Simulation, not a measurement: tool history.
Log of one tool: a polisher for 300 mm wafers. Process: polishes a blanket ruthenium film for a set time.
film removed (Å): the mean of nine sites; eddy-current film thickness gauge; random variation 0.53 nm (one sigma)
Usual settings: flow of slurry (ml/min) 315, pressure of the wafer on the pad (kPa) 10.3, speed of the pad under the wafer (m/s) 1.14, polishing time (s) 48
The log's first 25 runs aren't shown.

run	hour	flow of slurry (ml/min)	pressure of the wafer on the pad (kPa)	speed of the pad under the wafer (m/s)	polishing time (s)	incoming thickness of the incoming film, nm	film removed (Å)
26	654.6	315	10.3	1.14	48	345.2	381
27	676.8	315	10.3	1.14	32	347.5	253
# hour 708.3: worn pad replaced by a new one
28	708.8	370	12.4	0.98	48	348.5	385
29	733.2	410	11.7	1.14	48	351.0	407
30	752.5	315	10.3	1.14	48	354.1	387
31	784.4	315	10.3	1.14	48	353.3	377
32	797.1	425	10.3	1.52	48	351.8	461
33	828.6	420	10.3	1.14	48	344.7	378
34	862.8	315	12.4	0.98	56	346.8	446
35	896.7	315	10.3	1.14	48	347.0	370
# hour 901.5: worn pad replaced by a new one
36	918.9	315	10.3	1.14	48	347.5	373
37	939.2	315	10.3	1.14	42	348.1	326

3 ways to go on from here, each from the tool as it stands after run 37. What would each give?
A	939.6	380	10.3	1.14	48	352.0	?
B	939.6	315	13.1	1.14	57	352.0	?
C	939.6	285	10.3	1.14	42	352.0	?

run	film removed (Å)
A	383
B	517
C	329
Without the tool's hidden state the same runs would have given:
run	film removed (Å)
A	391
B	528
C	337
